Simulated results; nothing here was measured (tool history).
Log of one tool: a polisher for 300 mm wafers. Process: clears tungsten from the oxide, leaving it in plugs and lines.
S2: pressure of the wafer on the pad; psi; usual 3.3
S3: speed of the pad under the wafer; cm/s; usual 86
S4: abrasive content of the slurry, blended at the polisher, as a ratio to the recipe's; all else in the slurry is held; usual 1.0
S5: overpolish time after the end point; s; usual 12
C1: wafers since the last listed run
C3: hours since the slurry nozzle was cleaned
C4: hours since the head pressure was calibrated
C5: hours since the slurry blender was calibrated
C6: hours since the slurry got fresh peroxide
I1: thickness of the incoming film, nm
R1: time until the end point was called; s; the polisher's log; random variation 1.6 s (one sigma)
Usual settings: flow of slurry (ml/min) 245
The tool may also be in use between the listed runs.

Run 1, hour 0.0: usual settings but flow of slurry (ml/min) 300; C1 0; wafers polished on this pad 406; C3 518.4; C4 390.5; C5 201.1; C6 183.6; I1 324.0. Result: R1 119.8 s.
At hour 37.0: head pressure recalibrated.
Run 2, hour 41.0: usual settings but flow of slurry (ml/min) 300; C1 202; wafers polished on this pad 608; C3 559.4; C4 4.0; C5 242.1; C6 224.6; I1 329.6. Result: R1 123.7 s.
At hour 60.5: slurry tank refilled with fresh slurry and peroxide.
At hour 62.7: slurry blender recalibrated.
At hour 65.6: slurry nozzle cleaned.
Run 3, hour 131.3: usual settings but flow of slurry (ml/min) 300; C1 447; wafers polished on this pad 1056; C3 65.7; C4 94.3; C5 68.6; C6 70.8; I1 320.5. Result: R1 107.6 s.
Run 4, hour 180.8: usual settings; C1 256; wafers polished on this pad 1312; C3 115.2; C4 143.8; C5 118.1; C6 120.3; I1 331.1. Result: R1 114.4 s.
At hour 212.6: worn pad replaced by a new one.
Run 5, hour 248.1: usual settings; C1 328; wafers polished on this pad 184; C3 182.5; C4 211.1; C5 185.4; C6 187.6; I1 320.2. Result: R1 113.8 s.
At hour 305.2: slurry blender recalibrated.
Run 6, hour 305.7: usual settings; C1 288; wafers polished on this pad 472; C3 240.1; C4 268.7; C5 0.5; C6 245.2; I1 324.0. Result: R1 107.4 s.
At hour 329.9: slurry tank refilled with fresh slurry and peroxide.
Run 7, hour 346.3: usual settings; C1 205; wafers polished on this pad 677; C3 280.7; C4 309.3; C5 41.1; C6 16.4; I1 322.9. Result: R1 111.5 s.
Run 8, hour 415.6: usual settings; C1 359; wafers polished on this pad 1036; C3 350.0; C4 378.6; C5 110.4; C6 85.7; I1 318.4. Result: R1 114.6 s.
At hour 418.1: head pressure recalibrated.
At hour 450.8: worn pad replaced by a new one.
Run 9, hour 467.3: usual settings; C1 236; wafers polished on this pad 85; C3 401.7; C4 49.2; C5 162.1; C6 137.4; I1 321.4. Result: R1 116.8 s.
At hour 557.5: slurry blender recalibrated.
Run 10, hour 558.0: usual settings; C1 459; wafers polished on this pad 545; C3 492.4; C4 139.9; C5 0.5; C6 228.1; I1 326.0. Result: R1 116.2 s.
Run 11, hour 583.4: usual settings; C1 131; wafers polished on this pad 676; C3 517.8; C4 165.3; C5 25.9; C6 253.5; I1 324.8. Result: R1 114.7 s.
Run 12, hour 624.8: usual settings but flow of slurry (ml/min) 175, S2 2.8 psi, S3 110 cm/s, S5 8 s; C1 214; wafers polished on this pad 891; C3 559.2; C4 206.7; C5 67.3; C6 294.9; I1 324.6. Result: R1 121.4 s.
At hour 626.9: slurry tank refilled with fresh slurry and peroxide.
Run 13, hour 693.8: usual settings but flow of slurry (ml/min) 300; C1 352; wafers polished on this pad 1243; C3 628.2; C4 275.7; C5 136.3; C6 66.9; I1 324.2. Result: R1 119.5 s.
At hour 708.3: slurry nozzle cleaned.
Run 14, hour 723.1: usual settings but flow of slurry (ml/min) 190, S2 4.1 psi; C1 146; wafers polished on this pad 1390; C3 14.8; C4 305.0; C5 165.6; C6 96.2; I1 331.9. Result: R1 97.5 s.
Run 15, hour 756.3: usual settings but flow of slurry (ml/min) 295, S2 2.3 psi; C1 172; wafers polished on this pad 1562; C3 48.0; C4 338.2; C5 198.8; C6 129.4; I1 321.9. Result: R1 167.8 s.
At hour 769.4: worn pad replaced by a new one.
Run 16, hour 827.3: usual settings but flow of slurry (ml/min) 295, S2 4.3 psi, S4 1.2, S5 9 s; C1 347; wafers polished on this pad 300; C3 119.0; C4 409.2; C5 269.8; C6 200.4; I1 323.6. Result: R1 84.6 s.
At hour 862.7: slurry blender recalibrated.
At hour 870.8: slurry tank refilled with fresh slurry and peroxide.
At hour 887.7: head pressure recalibrated.
Run 17, hour 889.7: usual settings; C1 297; wafers polished on this pad 597; C3 181.4; C4 2.0; C5 27.0; C6 18.9; I1 321.9. Result: R1 112.9 s.
Run 18, hour 958.4: usual settings but S5 9 s; C1 356; wafers polished on this pad 953; C3 250.1; C4 70.7; C5 95.7; C6 87.6; I1 322.0. Result: R1 113.8 s.
Run 19, hour 1009.6: usual settings but flow of slurry (ml/min) 165, S3 64 cm/s, S4 1.1, S5 8 s; C1 265; wafers polished on this pad 1218; C3 301.3; C4 121.9; C5 146.9; C6 138.8; I1 322.8. Result: R1 157.8 s.
At hour 1041.8: worn pad replaced by a new one.
Run 20, hour 1058.7: usual settings but flow of slurry (ml/min) 325, S3 74 cm/s, S4 1.1, S5 8 s; C1 233; wafers polished on this pad 87; C3 350.4; C4 171.0; C5 196.0; C6 187.9; I1 326.1. Result: R1 127.9 s.
Run 21, hour 1120.7: usual settings but S3 112 cm/s, S5 10 s; C1 321; wafers polished on this pad 408; C3 412.4; C4 233.0; C5 258.0; C6 249.9; I1 329.2. Result: R1 94.7 s.
At hour 1132.8: slurry tank refilled with fresh slurry and peroxide.
Run 22, hour 1153.4: usual settings; C1 164; wafers polished on this pad 572; C3 445.1; C4 265.7; C5 290.7; C6 20.6; I1 329.8. Result: R1 125.9 s.
At hour 1180.9: slurry blender recalibrated.
Run 23, hour 1185.4: usual settings but S2 4.1 psi, S5 9 s; C1 155; wafers polished on this pad 728; C3 477.1; C4 297.7; C5 4.5; C6 52.6; I1 326.7. Result: R1 90.5 s.
Run 24, hour 1247.2: usual settings but S2 4.3 psi, S3 106 cm/s, S5 17 s; C1 320; wafers polished on this pad 1048; C3 538.9; C4 359.5; C5 66.3; C6 114.4; I1 320.5. Result: R1 71.1 s.
At hour 1264.1: head pressure recalibrated.
Run 25, hour 1284.6: usual settings but flow of slurry (ml/min) 330, S2 2.6 psi, S3 76 cm/s, S5 6 s; C1 183; wafers polished on this pad 1232; C3 576.3; C4 20.5; C5 103.7; C6 151.8; I1 322.6. Result: R1 155.4 s.

Forecast each of these 4 alternatives for the next run:
Run A, hour 1285.1: usual settings but S5 16 s; C1 2; wafers polished on this pad 1234; C3 576.8; C4 21.0; C5 104.2; C6 152.3; I1 331.6. Result: R1 ?.
Run B, hour 1285.1: usual settings but S2 4.2 psi; C1 2; wafers polished on this pad 1234; C3 576.8; C4 21.0; C5 104.2; C6 152.3; I1 331.6. Result: R1 ?.
Run C, hour 1285.1: usual settings but flow of slurry (ml/min) 175; C1 2; wafers polished on this pad 1234; C3 576.8; C4 21.0; C5 104.2; C6 152.3; I1 331.6. Result: R1 ?.
Run D, hour 1285.1: usual settings but flow of slurry (ml/min) 190, S2 2.7 psi; C1 2; wafers polished on this pad 1234; C3 576.8; C4 21.0; C5 104.2; C6 152.3; I1 331.6. Result: R1 ?.

run     R1
  A  118.8
  B   93.3
  C  128.3
  D  153.5
Without the tool's hidden state the same runs would have given:
run     R1
  A  107.7
  B   84.7
  C  113.2
  D  136.4
